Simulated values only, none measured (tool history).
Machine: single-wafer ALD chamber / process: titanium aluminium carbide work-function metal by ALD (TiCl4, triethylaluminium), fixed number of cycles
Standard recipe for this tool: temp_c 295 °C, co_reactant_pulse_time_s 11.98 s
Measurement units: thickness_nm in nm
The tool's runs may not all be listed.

| run | hour | temp_c | co_reactant_pulse_time_s | read-back reference wafer on the same gauge, thickness_nm | thickness_nm |
|---|---|---|---|---|---|
| 1 | 0 | 295 | 11.98 | 1.599 | 1.847 |
| 2 | 26.1 | 295 | 11.98 | 1.599 | 1.841 |
| 3 | 49.1 | 295 | 11.98 | 1.6 | 1.84 |
| 4 | 75 | 295 | 11.98 | 1.6 | 1.849 |
| 5 | 93.8 | 295 | 11.98 | 1.6 | 1.832 |
| 6 | 114.5 | 295 | 11.98 | 1.598 | 1.83 |
| 7 | 133 | 295 | 11.98 | 1.602 | 1.833 |
|  | 158.3 | thermocouple changed; heater temperature recalibrated |
| 8 | 162.1 | 295 | 11.98 | 1.6 | 1.834 |
| 9 | 192.3 | 295 | 11.98 | 1.6 | 1.825 |
|  | 231.4 | triethylaluminium bottle replaced |
| 10 | 231.9 | 295 | 11.98 | 1.6 | 1.868 |
| 11 | 250.9 | 295 | 11.98 | 1.601 | 1.864 |
| 12 | 267.2 | 295 | 11.98 | 1.6 | 1.863 |
| 13 | 283.6 | 288 | 11.98 | 1.603 | 1.813 |
| 14 | 316.2 | 286 | 15.26 | 1.599 | 1.822 |
| 15 | 328.4 | 295 | 13.32 | 1.6 | 1.889 |
| 16 | 345 | 282 | 7.44 | 1.6 | 1.699 |
| 17 | 376.8 | 295 | 11.98 | 1.601 | 1.869 |
| 18 | 398.9 | 295 | 11.98 | 1.598 | 1.869 |
| 19 | 431.2 | 281 | 11.98 | 1.6 | 1.779 |
|  | 437.2 | gauge calibrated |
|  | 444.6 | showerhead replaced, of another model than before |
| 20 | 455.3 | 283 | 10.51 | 1.6 | 1.757 |
| 21 | 474.5 | 295 | 14.24 | 1.6 | 1.893 |
| 22 | 497.5 | 295 | 11.98 | 1.6 | 1.877 |
| 23 | 511 | 295 | 13.32 | 1.6 | 1.881 |
| 24 | 526.9 | 306 | 15.29 | 1.601 | 1.976 |
| 25 | 561.3 | 291 | 10.21 | 1.598 | 1.8 |
| 26 | 589.1 | 295 | 9.05 | 1.601 | 1.782 |
| 27 | 624.9 | 285 | 15.84 | 1.602 | 1.828 |
| 28 | 652.5 | 291 | 13.65 | 1.6 | 1.855 |
| 29 | 669.3 | 306 | 11.98 | 1.599 | 1.94 |
| 30 | 683 | 302 | 9.96 | 1.601 | 1.857 |
| 31 | 695.8 | 291 | 9.83 | 1.598 | 1.768 |
| 32 | 719.4 | 308 | 15.83 | 1.599 | 1.986 |

What was the tool's hidden state at every run in the log?
wafer temperature above the value expected at the setpoint (K): 0 at every run
gauge reads high (%): 0 at every run
H1: triethylaluminium dose above that of a fresh bottle (%)
| run | H1 |
|---|---|
| 1 | -19.2 |
| 2 | -20.3 |
| 3 | -21.4 |
| 4 | -22.7 |
| 5 | -23.6 |
| 6 | -24.7 |
| 7 | -25.6 |
| 8 | -27.2 |
| 9 | -28.9 |
| 10 | -0.966 |
| 11 | -0.978 |
| 12 | -1.01 |
| 13 | -1.05 |
| 14 | -1.2 |
| 15 | -1.27 |
| 16 | -1.38 |
| 17 | -1.65 |
| 18 | -1.88 |
| 19 | -2.26 |
| 20 | -2.59 |
| 21 | -2.88 |
| 22 | -3.26 |
| 23 | -3.5 |
| 24 | -3.8 |
| 25 | -4.5 |
| 26 | -5.12 |
| 27 | -5.99 |
| 28 | -6.72 |
| 29 | -7.19 |
| 30 | -7.58 |
| 31 | -7.96 |
| 32 | -8.69 |

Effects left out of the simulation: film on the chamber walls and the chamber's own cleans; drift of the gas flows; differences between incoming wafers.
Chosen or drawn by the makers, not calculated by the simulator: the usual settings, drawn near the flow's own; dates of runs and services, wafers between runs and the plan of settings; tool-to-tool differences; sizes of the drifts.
